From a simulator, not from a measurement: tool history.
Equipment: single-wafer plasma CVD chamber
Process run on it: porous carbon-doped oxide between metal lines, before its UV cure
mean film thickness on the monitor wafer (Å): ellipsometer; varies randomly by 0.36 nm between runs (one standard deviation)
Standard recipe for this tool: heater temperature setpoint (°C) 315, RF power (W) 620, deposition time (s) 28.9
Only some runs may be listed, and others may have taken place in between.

run     day  heater temperature setpoint (°C)  RF power (W)  deposition time (s)  wafers since the last listed run  hours since the last thermocouple change  hours since the last RF generator calibration  hours since the showerhead was replaced  hours since the gauge calibration  read-back reference wafer on the same gauge, thickness_nm  mean film thickness on the monitor wafer (Å)
  1       0                               315           620                 28.9                                 0                                    1108.2                                         1107.3                                   7290.6                              203.1                                                    134.981                                       1569.01
  2   0.712                               319           620                 28.9                               463                                    1125.3                                         1124.4                                   7307.7                              220.2                                                    135.044                                       1531.39
  3   1.533                               319           620                 28.9                               534                                      1145                                         1144.1                                   7327.4                              239.9                                                    135.073                                       1530.68
  4   2.862                               319           620                 28.9                               865                                    1176.9                                           1176                                   7359.3                              271.8                                                    134.883                                       1537.17
  5   4.183                               315           620                 28.9                               860                                    1208.6                                         1207.7                                     7391                              303.5                                                     135.04                                       1559.29
  6     5.5                               315           620                 28.9                               857                                    1240.2                                         1239.3                                   7422.6                              335.1                                                    134.962                                       1563.78
  7   6.367                               315           620                 28.9                               564                                      1261                                         1260.1                                   7443.4                              355.9                                                    135.037                                       1563.58
  8   7.775                               315           620                 28.9                               917                                    1294.8                                         1293.9                                   7477.2                              389.7                                                    135.046                                        1562.4
  9   8.575                               315           620                 32.4                               520                                      1314                                         1313.1                                   7496.4                              408.9                                                    134.909                                       1743.56
 10   9.625                               315           620                 32.4                               683                                    1339.2                                         1338.3                                   7521.6                              434.1                                                     134.93                                       1744.96
 11  10.325                               315           620                 32.4                               455                                      1356                                         1355.1                                   7538.4                              450.9                                                     134.91                                       1732.36
 12  11.238                               315           620                 28.9                               594                                    1377.9                                           1377                                   7560.3                              472.8                                                    135.074                                       1556.83
 13  11.946                               315           620                 28.9                               461                                    1394.9                                           1394                                   7577.3                              489.8                                                    135.107                                       1558.49
 14  12.533                               315           620                 30.3                               382                                      1409                                         1408.1                                   7591.4                              503.9                                                    135.076                                       1621.46
 15  13.262                               325           580                 28.9                               474                                    1426.5                                         1425.6                                   7608.9                              521.4                                                     135.01                                       1410.44
     13.367  -- gauge calibrated
 16  14.254                               315           620                 28.9                               645                                    1450.3                                         1449.4                                   7632.7                               21.3                                                    134.978                                       1551.18
 17  15.729                               315           660                 28.9                               960                                    1485.7                                         1484.8                                   7668.1                               56.7                                                    134.919                                       1615.16
 18  17.158                               320           620                 28.9                               930                                      1520                                         1519.1                                   7702.4                                 91                                                    135.083                                       1502.06
     17.808  -- thermocouple changed; heater temperature recalibrated
 19  18.112                               315           620                 28.9                               404                                       7.3                                           1542                                   7725.3                              113.9                                                    134.966                                       1610.59
 20  18.971                               323           620                 30.9                               558                                      27.9                                         1562.6                                   7745.9                              134.5                                                    134.955                                       1633.45
 21  20.008                               315           620                 28.9                               675                                      52.8                                         1587.5                                   7770.8                              159.4                                                     134.91                                       1612.19
     20.638  -- RF generator calibrated
 22  20.692                               315           620                 28.9                               227                                      69.2                                            1.3                                   7787.2                              175.8                                                    135.031                                       1627.02
 23  22.142                               315           670                 25.3                               944                                       104                                           36.1                                     7822                              210.6                                                    135.094                                       1500.29
     22.696  -- showerhead replaced
 24  23.062                               315           620                 28.9                               382                                     126.1                                           58.2                                      8.8                              232.7                                                    134.936                                       1628.87
 25  23.642                               315           620                 28.9                               377                                       140                                           72.1                                     22.7                              246.6                                                    134.996                                       1628.01
 26  25.046                               308           550                 28.9                               914                                     173.7                                          105.8                                     56.4                              280.3                                                    134.816                                       1570.72
 27  28.633                               322           500                 25.5                              2335                                     259.8                                          191.9                                    142.5                              366.4                                                    135.059                                       1205.67
 28  30.021                               321           545                 26.9                               903                                     293.1                                          225.2                                    175.8                              399.7                                                    135.065                                       1344.46
 29  31.362                               315           620                 32.6                               873                                     325.3                                          257.4                                      208                              431.9                                                    135.117                                       1808.52
 30  35.233                               307           725                 28.9                              2520                                     418.2                                          350.3                                    300.9                              524.8                                                     134.91                                       1865.45
     38.688  -- gauge calibrated
 31  39.675                               329           725                 23.3                              2892                                     524.8                                          456.9                                    407.5                               23.7                                                     134.88                                       1328.01
 32  40.621                               315           620                 28.9                               615                                     547.5                                          479.6                                    430.2                               46.4                                                     135.09                                       1609.77
 33  41.192                               304           575                 23.9                               371                                     561.2                                          493.3                                    443.9                               60.1                                                    135.076                                       1361.17
 34  42.558                               305           505                   25                               889                                       594                                          526.1                                    476.7                               92.9                                                    134.903                                       1304.42

Describe how what the log doesn't record of the tool's condition differs between the last listed run preceding each entry between runs and the first listed run following it.
Runs 15 to 16: gauge calibrated (day 13.367)
  wafer temperature above the value expected at the setpoint (K): 5.02 -> 5.1; delivered RF power above the setpoint (%): -1.97 -> -2.02
  what was measured, less what the result would be without the hidden state, mean film thickness on the monitor wafer (Å): -56.77 -> -67.4
Runs 18 to 19: thermocouple changed; heater temperature recalibrated (day 17.808)
  wafer temperature above the value expected at the setpoint (K): 5.35 -> -1.04; delivered RF power above the setpoint (%): -2.19 -> -2.25
  what was measured, less what the result would be without the hidden state, mean film thickness on the monitor wafer (Å): -67.21 -> -12.85
Runs 21 to 22: RF generator calibrated (day 20.638)
  wafer temperature above the value expected at the setpoint (K): -0.883 -> -0.827; delivered RF power above the setpoint (%): -2.37 -> -0.235
  what was measured, less what the result would be without the hidden state, mean film thickness on the monitor wafer (Å): -15.6 -> +5.6
Runs 23 to 24: showerhead replaced (day 22.696)
  wafer temperature above the value expected at the setpoint (K): -0.706 -> -0.629; delivered RF power above the setpoint (%): -0.236 -> -0.238
  what was measured, less what the result would be without the hidden state, mean film thickness on the monitor wafer (Å): +4.11 -> +3.67
Runs 30 to 31: gauge calibrated (day 38.688)
  wafer temperature above the value expected at the setpoint (K): 0.385 -> 0.754; delivered RF power above the setpoint (%): -0.336 -> -0.407
  what was measured, less what the result would be without the hidden state, mean film thickness on the monitor wafer (Å): -8.36 -> -8.52
